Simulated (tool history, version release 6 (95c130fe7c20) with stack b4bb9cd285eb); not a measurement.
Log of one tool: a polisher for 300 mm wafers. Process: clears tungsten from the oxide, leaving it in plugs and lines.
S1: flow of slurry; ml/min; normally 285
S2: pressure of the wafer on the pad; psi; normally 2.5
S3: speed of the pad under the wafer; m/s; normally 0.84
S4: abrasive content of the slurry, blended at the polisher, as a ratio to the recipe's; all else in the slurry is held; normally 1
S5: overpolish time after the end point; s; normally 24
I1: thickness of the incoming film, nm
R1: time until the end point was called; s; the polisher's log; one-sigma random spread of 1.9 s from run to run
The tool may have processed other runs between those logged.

run	hour	S1	S2	S3	S4	S5	I1	R1
1	0	285	2.5	0.84	1	32	278.6	105.5
2	63.2	285	2.5	0.84	1	24	278.8	108.1
3	130	285	2.5	0.84	1	24	276.1	103.4
4	159	285	2.5	0.84	1	24	276.6	104.1
5	185.5	285	2.5	0.84	1	24	279.7	107.6
6	228.4	285	2.5	0.84	1	24	282.6	114.2
7	361.1	285	2.5	0.84	1	24	280.5	99.9
8	411	285	2.5	1.08	1	24	284.6	81.2
9	447.9	285	2.5	1.08	1	24	279.9	82.6
10	485.5	285	2.3	0.84	1	35	276.6	116.7
11	524.6	285	2.9	0.84	0.85	13	282.7	99.2
12	589.7	370	2.5	0.66	1	24	280.9	135.7
13	628.8	285	1.7	0.64	1	24	277.5	193.4
14	662.8	285	2.5	0.84	1	24	281	109
15	707.4	245	2.5	0.84	0.7	31	274.6	115.4
16	736.4	285	2.5	0.58	1	14	280.9	148.6
17	796.9	285	2.5	0.84	1	24	282.5	110.7
18	861.2	285	2.1	0.58	1	24	277.1	175.3
19	904.1	380	1.7	0.84	1.3	24	279.9	128.7
20	941.5	285	2.7	0.84	1	17	283.3	111.1

Not shown here: 19 entries made in the log between runs. Locate each between two listed runs and compare the hidden state at the listed run before it with the hidden state at the listed run after it:
Run 1 -> run 2: worn pad replaced by a new one (hour 26.6)
  slurry flow missing at the pad, %: 8.2 -> 12.8; peroxide lost from the slurry, %: 6.2 -> 14.6
  difference, measured minus the result without the unlogged condition, R1: +3.5 -> +8 s
Run 2 -> run 3: slurry blender recalibrated (hour 92.3); slurry tank refilled with fresh slurry and peroxide (hour 124.5)
  slurry flow missing at the pad, %: 12.8 -> 20.7; peroxide lost from the slurry, %: 14.6 -> 2.5
  difference, measured minus the result without the unlogged condition, R1: +8 -> +3.8 s
Run 5 -> run 6: worn pad replaced by a new one (hour 212.7)
  slurry flow missing at the pad, %: 29.6 -> 38; peroxide lost from the slurry, %: 4.61 -> 8.67
  difference, measured minus the result without the unlogged condition, R1: +6.6 -> +11 s
Run 6 -> run 7: slurry blender recalibrated (hour 291.2); slurry tank refilled with fresh slurry and peroxide (hour 297.5); slurry nozzle cleaned (hour 314.6)
  slurry flow missing at the pad, %: 38 -> 1.78; peroxide lost from the slurry, %: 8.67 -> 2.42
  difference, measured minus the result without the unlogged condition, R1: +11 -> +1.2 s
Run 7 -> run 8: worn pad replaced by a new one (hour 373.7)
  slurry flow missing at the pad, %: 1.78 -> 4.29; peroxide lost from the slurry, %: 2.42 -> 7.49
  difference, measured minus the result without the unlogged condition, R1: +1.2 -> +2.8 s
Run 10 -> run 11: slurry tank refilled with fresh slurry and peroxide (hour 505.1); slurry blender recalibrated (hour 512.7)
  slurry flow missing at the pad, %: 11.3 -> 16.6; peroxide lost from the slurry, %: 20.4 -> 1.09
  difference, measured minus the result without the unlogged condition, R1: +11.4 -> +2.5 s
Run 11 -> run 12: head pressure recalibrated (hour 542.5); worn pad replaced by a new one (hour 568.9)
  slurry flow missing at the pad, %: 16.6 -> 27.7; peroxide lost from the slurry, %: 1.09 -> 4.97
  difference, measured minus the result without the unlogged condition, R1: +2.5 -> +6.7 s
Run 13 -> run 14: slurry nozzle cleaned (hour 634)
  slurry flow missing at the pad, %: 35.8 -> 7.21; peroxide lost from the slurry, %: 9.64 -> 15.1
  difference, measured minus the result without the unlogged condition, R1: +18.3 -> +7.5 s
Run 14 -> run 15: slurry tank refilled with fresh slurry and peroxide (hour 669.4); slurry blender recalibrated (hour 706.9)
  slurry flow missing at the pad, %: 7.21 -> 8.82; peroxide lost from the slurry, %: 15.1 -> 2.7
  difference, measured minus the result without the unlogged condition, R1: +7.5 -> +2.5 s
Run 16 -> run 17: worn pad replaced by a new one (hour 740.5)
  slurry flow missing at the pad, %: 10.6 -> 16.3; peroxide lost from the slurry, %: 4.45 -> 11.2
  difference, measured minus the result without the unlogged condition, R1: +4.3 -> +7.1 s
Run 17 -> run 18: slurry tank refilled with fresh slurry and peroxide (hour 843.7)
  slurry flow missing at the pad, %: 16.3 -> 25.1; peroxide lost from the slurry, %: 11.2 -> 3.04
  difference, measured minus the result without the unlogged condition, R1: +7.1 -> +8.2 s
Run 19 -> run 20: worn pad replaced by a new one (hour 931.2); slurry blender recalibrated (hour 932.6)
  slurry flow missing at the pad, %: 32.6 -> 40.2; peroxide lost from the slurry, %: 4.96 -> 8.34
  difference, measured minus the result without the unlogged condition, R1: +7.3 -> +11.3 s
